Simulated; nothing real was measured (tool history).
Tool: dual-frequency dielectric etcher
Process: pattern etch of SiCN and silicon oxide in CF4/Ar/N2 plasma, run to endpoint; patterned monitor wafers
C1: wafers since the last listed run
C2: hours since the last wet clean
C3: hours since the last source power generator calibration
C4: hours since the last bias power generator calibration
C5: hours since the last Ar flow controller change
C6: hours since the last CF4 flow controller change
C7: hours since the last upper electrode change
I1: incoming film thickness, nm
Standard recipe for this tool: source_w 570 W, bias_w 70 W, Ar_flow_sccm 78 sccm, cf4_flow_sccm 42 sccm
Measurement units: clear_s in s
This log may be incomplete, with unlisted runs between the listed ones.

run 1 hour=0.0 | source_w=570 bias_w=70 Ar_flow_sccm=78 cf4_flow_sccm=42 | C1=0 C2=441.7 C3=4275.2 C4=4169.9 C5=2159.2 C6=432.3 C7=1408.8 | I1=14.37 | clear_s=15.1
-- hour=60.1 bias power generator calibrated
run 2 hour=107.1 | source_w=470 bias_w=70 Ar_flow_sccm=78 cf4_flow_sccm=49 | C1=2366 C2=548.8 C3=4382.3 C4=47.0 C5=2266.3 C6=539.4 C7=1515.9 | I1=14.28 | clear_s=17.0
-- hour=152.6 wet clean of the chamber
run 3 hour=159.3 | source_w=470 bias_w=70 Ar_flow_sccm=78 cf4_flow_sccm=49 | C1=647 C2=6.7 C3=4434.5 C4=99.2 C5=2318.5 C6=591.6 C7=1568.1 | I1=14.27 | clear_s=16.9
run 4 hour=215.0 | source_w=570 bias_w=59 Ar_flow_sccm=64 cf4_flow_sccm=42 | C1=1278 C2=62.4 C3=4490.2 C4=154.9 C5=2374.2 C6=647.3 C7=1623.8 | I1=14.25 | clear_s=15.8
-- hour=259.4 Ar flow controller replaced
run 5 hour=278.6 | source_w=570 bias_w=59 Ar_flow_sccm=64 cf4_flow_sccm=42 | C1=1322 C2=126.0 C3=4553.8 C4=218.5 C5=19.2 C6=710.9 C7=1687.4 | I1=14.45 | clear_s=16.2
run 6 hour=342.5 | source_w=570 bias_w=70 Ar_flow_sccm=78 cf4_flow_sccm=42 | C1=1466 C2=189.9 C3=4617.7 C4=282.4 C5=83.1 C6=774.8 C7=1751.3 | I1=14.40 | clear_s=15.2
run 7 hour=391.8 | source_w=570 bias_w=82 Ar_flow_sccm=78 cf4_flow_sccm=42 | C1=1131 C2=239.2 C3=4667.0 C4=331.7 C5=132.4 C6=824.1 C7=1800.6 | I1=14.35 | clear_s=14.1
run 8 hour=447.4 | source_w=570 bias_w=82 Ar_flow_sccm=78 cf4_flow_sccm=42 | C1=1276 C2=294.8 C3=4722.6 C4=387.3 C5=188.0 C6=879.7 C7=1856.2 | I1=14.22 | clear_s=14.0
run 9 hour=551.2 | source_w=570 bias_w=56 Ar_flow_sccm=78 cf4_flow_sccm=42 | C1=2382 C2=398.6 C3=4826.4 C4=491.1 C5=291.8 C6=983.5 C7=1960.0 | I1=14.41 | clear_s=16.9
run 10 hour=600.3 | source_w=500 bias_w=87 Ar_flow_sccm=84 cf4_flow_sccm=42 | C1=1126 C2=447.7 C3=4875.5 C4=540.2 C5=340.9 C6=1032.6 C7=2009.1 | I1=14.28 | clear_s=15.3
-- hour=685.2 source power generator calibrated
run 11 hour=692.0 | source_w=570 bias_w=70 Ar_flow_sccm=78 cf4_flow_sccm=42 | C1=2012 C2=539.4 C3=6.8 C4=631.9 C5=432.6 C6=1124.3 C7=2100.8 | I1=14.35 | clear_s=15.1
run 12 hour=742.0 | source_w=520 bias_w=70 Ar_flow_sccm=95 cf4_flow_sccm=42 | C1=1147 C2=589.4 C3=56.8 C4=681.9 C5=482.6 C6=1174.3 C7=2150.8 | I1=14.22 | clear_s=16.7
-- hour=781.8 wet clean of the chamber
run 13 hour=840.1 | source_w=570 bias_w=70 Ar_flow_sccm=78 cf4_flow_sccm=35 | C1=1700 C2=58.3 C3=154.9 C4=780.0 C5=580.7 C6=1272.4 C7=2248.9 | I1=14.43 | clear_s=15.6
run 14 hour=936.4 | source_w=700 bias_w=70 Ar_flow_sccm=78 cf4_flow_sccm=34 | C1=2210 C2=154.6 C3=251.2 C4=876.3 C5=677.0 C6=1368.7 C7=2345.2 | I1=14.27 | clear_s=13.2
-- hour=1000.8 CF4 flow controller replaced
run 15 hour=1094.5 | source_w=640 bias_w=70 Ar_flow_sccm=64 cf4_flow_sccm=42 | C1=3491 C2=312.7 C3=409.3 C4=1034.4 C5=835.1 C6=93.7 C7=2503.3 | I1=14.29 | clear_s=13.3
-- hour=1131.6 upper electrode replaced
run 16 hour=1133.7 | source_w=570 bias_w=59 Ar_flow_sccm=64 cf4_flow_sccm=42 | C1=348 C2=351.9 C3=448.5 C4=1073.6 C5=874.3 C6=132.9 C7=2.1 | I1=14.39 | clear_s=16.1
run 17 hour=1215.8 | source_w=570 bias_w=87 Ar_flow_sccm=88 cf4_flow_sccm=42 | C1=1884 C2=434.0 C3=530.6 C4=1155.7 C5=956.4 C6=215.0 C7=84.2 | I1=14.29 | clear_s=13.8
run 18 hour=1311.6 | source_w=570 bias_w=70 Ar_flow_sccm=78 cf4_flow_sccm=33 | C1=2198 C2=529.8 C3=626.4 C4=1251.5 C5=1052.2 C6=310.8 C7=180.0 | I1=14.16 | clear_s=15.5
run 19 hour=1354.4 | source_w=500 bias_w=83 Ar_flow_sccm=59 cf4_flow_sccm=33 | C1=982 C2=572.6 C3=669.2 C4=1294.3 C5=1095.0 C6=353.6 C7=222.8 | I1=14.38 | clear_s=15.5
-- hour=1439.3 wet clean of the chamber
run 20 hour=1441.9 | source_w=570 bias_w=87 Ar_flow_sccm=88 cf4_flow_sccm=42 | C1=1457 C2=2.6 C3=756.7 C4=1381.8 C5=1182.5 C6=441.1 C7=310.3 | I1=14.29 | clear_s=13.8
run 21 hour=1488.9 | source_w=570 bias_w=70 Ar_flow_sccm=78 cf4_flow_sccm=42 | C1=1078 C2=49.6 C3=803.7 C4=1428.8 C5=1229.5 C6=488.1 C7=357.3 | I1=14.18 | clear_s=14.9
run 22 hour=1576.0 | source_w=570 bias_w=70 Ar_flow_sccm=78 cf4_flow_sccm=46 | C1=1999 C2=136.7 C3=890.8 C4=1515.9 C5=1316.6 C6=575.2 C7=444.4 | I1=14.45 | clear_s=15.0
run 23 hour=1631.8 | source_w=570 bias_w=81 Ar_flow_sccm=78 cf4_flow_sccm=35 | C1=1280 C2=192.5 C3=946.6 C4=1571.7 C5=1372.4 C6=631.0 C7=500.2 | I1=14.25 | clear_s=14.3
run 24 hour=1682.0 | source_w=570 bias_w=70 Ar_flow_sccm=78 cf4_flow_sccm=47 | C1=1152 C2=242.7 C3=996.8 C4=1621.9 C5=1422.6 C6=681.2 C7=550.4 | I1=14.25 | clear_s=14.7

What if the next run were any one of these 4? Each begins from the tool's condition after run 24:
run A hour=1682.4 | source_w=570 bias_w=70 Ar_flow_sccm=78 cf4_flow_sccm=42 | C1=9 C2=243.1 C3=997.2 C4=1622.3 C5=1423.0 C6=681.6 C7=550.8 | I1=14.29 | clear_s=?
run B hour=1682.4 | source_w=570 bias_w=58 Ar_flow_sccm=78 cf4_flow_sccm=47 | C1=9 C2=243.1 C3=997.2 C4=1622.3 C5=1423.0 C6=681.6 C7=550.8 | I1=14.29 | clear_s=?
run C hour=1682.4 | source_w=500 bias_w=77 Ar_flow_sccm=63 cf4_flow_sccm=51 | C1=9 C2=243.1 C3=997.2 C4=1622.3 C5=1423.0 C6=681.6 C7=550.8 | I1=14.29 | clear_s=?
run D hour=1682.4 | source_w=430 bias_w=70 Ar_flow_sccm=95 cf4_flow_sccm=34 | C1=9 C2=243.1 C3=997.2 C4=1622.3 C5=1423.0 C6=681.6 C7=550.8 | I1=14.29 | clear_s=?

run=A clear_s=14.9
run=B clear_s=16.0
run=C clear_s=15.0
run=D clear_s=19.7
Had the tool no hidden state, the same runs would have come out as:
run=A clear_s=15.1
run=B clear_s=16.2
run=C clear_s=15.1
run=D clear_s=19.9
